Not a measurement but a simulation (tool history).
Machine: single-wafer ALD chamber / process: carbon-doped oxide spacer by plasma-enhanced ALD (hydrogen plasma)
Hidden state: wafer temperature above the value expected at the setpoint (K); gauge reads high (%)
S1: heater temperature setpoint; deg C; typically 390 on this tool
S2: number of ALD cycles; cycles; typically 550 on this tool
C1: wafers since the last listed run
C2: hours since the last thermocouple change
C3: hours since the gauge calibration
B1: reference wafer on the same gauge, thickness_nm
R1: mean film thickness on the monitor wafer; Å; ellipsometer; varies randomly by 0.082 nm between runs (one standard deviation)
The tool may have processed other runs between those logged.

| run | hour | S1 | S2 | C1 | C2 | C3 | B1 | R1 |
|---|---|---|---|---|---|---|---|---|
| 1 | 0.0 | 390 | 550 | 0 | 1696.4 | 92.7 | 23.310 | 259.77 |
| 2 | 34.4 | 390 | 550 | 30 | 1730.8 | 127.1 | 23.295 | 257.32 |
| 3 | 58.7 | 390 | 550 | 21 | 1755.1 | 151.4 | 23.252 | 258.15 |
| 4 | 80.9 | 390 | 550 | 19 | 1777.3 | 173.6 | 23.249 | 258.78 |
| 5 | 99.4 | 390 | 550 | 16 | 1795.8 | 192.1 | 23.229 | 257.15 |
| 6 | 111.7 | 390 | 550 | 10 | 1808.1 | 204.4 | 23.209 | 257.61 |
| 7 | 129.8 | 401 | 550 | 15 | 1826.2 | 222.5 | 23.204 | 255.34 |
| 8 | 164.8 | 395 | 461 | 30 | 1861.2 | 257.5 | 23.181 | 214.50 |
| 9 | 187.0 | 375 | 608 | 19 | 1883.4 | 279.7 | 23.143 | 282.20 |
|  | 190.9 | gauge calibrated |
| 10 | 204.1 | 404 | 592 | 15 | 1900.5 | 13.2 | 23.381 | 275.88 |
| 11 | 216.9 | 395 | 642 | 11 | 1913.3 | 26.0 | 23.356 | 302.86 |
|  | 245.2 | thermocouple changed; heater temperature recalibrated |
| 12 | 245.7 | 383 | 616 | 18 | 0.5 | 54.8 | 23.353 | 289.25 |
| 13 | 271.7 | 390 | 550 | 22 | 26.5 | 80.8 | 23.315 | 256.95 |
| 14 | 310.2 | 395 | 640 | 33 | 65.0 | 119.3 | 23.277 | 300.36 |
| 15 | 330.6 | 390 | 550 | 18 | 85.4 | 139.7 | 23.257 | 257.33 |

Consider 3 possible next runs. They are alternatives, not a sequence: every one starts from the tool as it was left by run 15. What does each give?
| A | 331.8 | 384 | 550 | 1 | 86.6 | 140.9 | ? | ? |
| B | 331.8 | 400 | 484 | 1 | 86.6 | 140.9 | ? | ? |
| C | 331.8 | 384 | 512 | 1 | 86.6 | 140.9 | ? | ? |

| run | B1 | R1 |
|---|---|---|
| A | 23.260 | 258.51 |
| B | 23.260 | 227.49 |
| C | 23.260 | 240.65 |
With the hidden condition removed and each run's random variation left untouched, the same runs would have given:
| run | R1 |
|---|---|
| A | 260.04 |
| B | 228.83 |
| C | 242.07 |
